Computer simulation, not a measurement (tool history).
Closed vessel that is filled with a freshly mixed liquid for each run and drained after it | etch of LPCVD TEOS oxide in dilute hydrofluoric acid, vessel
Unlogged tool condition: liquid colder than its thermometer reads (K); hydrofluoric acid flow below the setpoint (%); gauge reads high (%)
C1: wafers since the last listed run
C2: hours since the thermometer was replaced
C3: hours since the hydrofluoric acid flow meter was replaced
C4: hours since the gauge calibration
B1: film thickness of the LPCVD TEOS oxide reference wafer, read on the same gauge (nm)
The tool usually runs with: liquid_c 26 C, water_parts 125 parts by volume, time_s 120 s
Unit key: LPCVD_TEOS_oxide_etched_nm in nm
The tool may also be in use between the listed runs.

{"run": 1, "hour": 0.0, "liquid_c": 26, "water_parts": 125, "time_s": 120, "C1": 0, "C2": 1122.6, "C3": 475.3, "C4": 186.9, "B1": 69.97, "LPCVD_TEOS_oxide_etched_nm": 28.69}
{"run": 2, "hour": 29.6, "liquid_c": 26, "water_parts": 125, "time_s": 120, "C1": 2696, "C2": 1152.2, "C3": 504.9, "C4": 216.5, "B1": 70.02, "LPCVD_TEOS_oxide_etched_nm": 28.49}
{"run": 3, "hour": 45.0, "liquid_c": 26, "water_parts": 125, "time_s": 120, "C1": 1402, "C2": 1167.6, "C3": 520.3, "C4": 231.9, "B1": 69.96, "LPCVD_TEOS_oxide_etched_nm": 28.59}
{"run": 4, "hour": 81.0, "liquid_c": 26, "water_parts": 125, "time_s": 120, "C1": 3278, "C2": 1203.6, "C3": 556.3, "C4": 267.9, "B1": 69.98, "LPCVD_TEOS_oxide_etched_nm": 28.34}
{"run": 5, "hour": 106.1, "liquid_c": 26, "water_parts": 125, "time_s": 120, "C1": 2286, "C2": 1228.7, "C3": 581.4, "C4": 293, "B1": 70.02, "LPCVD_TEOS_oxide_etched_nm": 28.44}
{"run": 6, "hour": 130.2, "liquid_c": 26, "water_parts": 125, "time_s": 140, "C1": 2195, "C2": 1252.8, "C3": 605.5, "C4": 317.1, "B1": 70.01, "LPCVD_TEOS_oxide_etched_nm": 33.16}
{"run": 7, "hour": 208.4, "liquid_c": 26, "water_parts": 125, "time_s": 140, "C1": 7122, "C2": 1331, "C3": 683.7, "C4": 395.3, "B1": 69.99, "LPCVD_TEOS_oxide_etched_nm": 33.03}
{"run": 8, "hour": 233.2, "liquid_c": 26, "water_parts": 125, "time_s": 140, "C1": 2258, "C2": 1355.8, "C3": 708.5, "C4": 420.1, "B1": 70.02, "LPCVD_TEOS_oxide_etched_nm": 33.09}
{"run": 9, "hour": 249.0, "liquid_c": 28.5, "water_parts": 125, "time_s": 120, "C1": 1439, "C2": 1371.6, "C3": 724.3, "C4": 435.9, "B1": 70, "LPCVD_TEOS_oxide_etched_nm": 30.93}
{"run": 10, "hour": 264.4, "liquid_c": 28.5, "water_parts": 125, "time_s": 120, "C1": 1402, "C2": 1387, "C3": 739.7, "C4": 451.3, "B1": 69.99, "LPCVD_TEOS_oxide_etched_nm": 30.92}
{"run": 11, "hour": 290.2, "liquid_c": 28.5, "water_parts": 125, "time_s": 120, "C1": 2349, "C2": 1412.8, "C3": 765.5, "C4": 477.1, "B1": 70.01, "LPCVD_TEOS_oxide_etched_nm": 30.79}
{"run": 12, "hour": 323.9, "liquid_c": 26, "water_parts": 125, "time_s": 120, "C1": 3069, "C2": 1446.5, "C3": 799.2, "C4": 510.8, "B1": 69.99, "LPCVD_TEOS_oxide_etched_nm": 28.06}
{"hour": 336.6, "done": "hydrofluoric acid flow meter replaced"}
{"hour": 343.1, "done": "gauge calibrated"}
{"run": 13, "hour": 349.4, "liquid_c": 21.5, "water_parts": 175, "time_s": 120, "C1": 2231, "C2": 1472, "C3": 12.8, "C4": 6.3, "B1": 70, "LPCVD_TEOS_oxide_etched_nm": 16.85}
{"run": 14, "hour": 370.6, "liquid_c": 26, "water_parts": 125, "time_s": 120, "C1": 1930, "C2": 1493.2, "C3": 34, "C4": 27.5, "B1": 69.99, "LPCVD_TEOS_oxide_etched_nm": 29.56}
{"run": 15, "hour": 401.7, "liquid_c": 22, "water_parts": 65, "time_s": 120, "C1": 2832, "C2": 1524.3, "C3": 65.1, "C4": 58.6, "B1": 70, "LPCVD_TEOS_oxide_etched_nm": 52.26}
{"hour": 441.4, "done": "thermometer replaced"}
{"run": 16, "hour": 494.0, "liquid_c": 26, "water_parts": 125, "time_s": 120, "C1": 8315, "C2": 52.6, "C3": 157.4, "C4": 150.9, "B1": 69.98, "LPCVD_TEOS_oxide_etched_nm": 29.46}
{"run": 17, "hour": 526.4, "liquid_c": 30, "water_parts": 165, "time_s": 120, "C1": 2951, "C2": 85, "C3": 189.8, "C4": 183.3, "B1": 70.02, "LPCVD_TEOS_oxide_etched_nm": 24.38}
{"run": 18, "hour": 553.4, "liquid_c": 24, "water_parts": 125, "time_s": 95, "C1": 2459, "C2": 112, "C3": 216.8, "C4": 210.3, "B1": 70, "LPCVD_TEOS_oxide_etched_nm": 21.5}
{"run": 19, "hour": 584.0, "liquid_c": 29.5, "water_parts": 125, "time_s": 145, "C1": 2787, "C2": 142.6, "C3": 247.4, "C4": 240.9, "B1": 70.02, "LPCVD_TEOS_oxide_etched_nm": 40.06}
{"run": 20, "hour": 612.5, "liquid_c": 29, "water_parts": 150, "time_s": 160, "C1": 2595, "C2": 171.1, "C3": 275.9, "C4": 269.4, "B1": 70.03, "LPCVD_TEOS_oxide_etched_nm": 35.06}
{"run": 21, "hour": 627.2, "liquid_c": 26, "water_parts": 125, "time_s": 120, "C1": 1338, "C2": 185.8, "C3": 290.6, "C4": 284.1, "B1": 69.98, "LPCVD_TEOS_oxide_etched_nm": 29.25}
{"run": 22, "hour": 658.8, "liquid_c": 27.5, "water_parts": 85, "time_s": 120, "C1": 2878, "C2": 217.4, "C3": 322.2, "C4": 315.7, "B1": 70.01, "LPCVD_TEOS_oxide_etched_nm": 47.77}

The tool's hidden state at each run:
liquid colder than its thermometer reads (K): 0 at every run
gauge reads high (%): 0 at every run
H1: hydrofluoric acid flow below the setpoint (%)
run=1 H1=3.06
run=2 H1=3.23
run=3 H1=3.32
run=4 H1=3.52
run=5 H1=3.67
run=6 H1=3.8
run=7 H1=4.25
run=8 H1=4.39
run=9 H1=4.48
run=10 H1=4.57
run=11 H1=4.71
run=12 H1=4.91
run=13 H1=0.22
run=14 H1=0.341
run=15 H1=0.518
run=16 H1=1.04
run=17 H1=1.23
run=18 H1=1.38
run=19 H1=1.56
run=20 H1=1.72
run=21 H1=1.8
run=22 H1=1.98
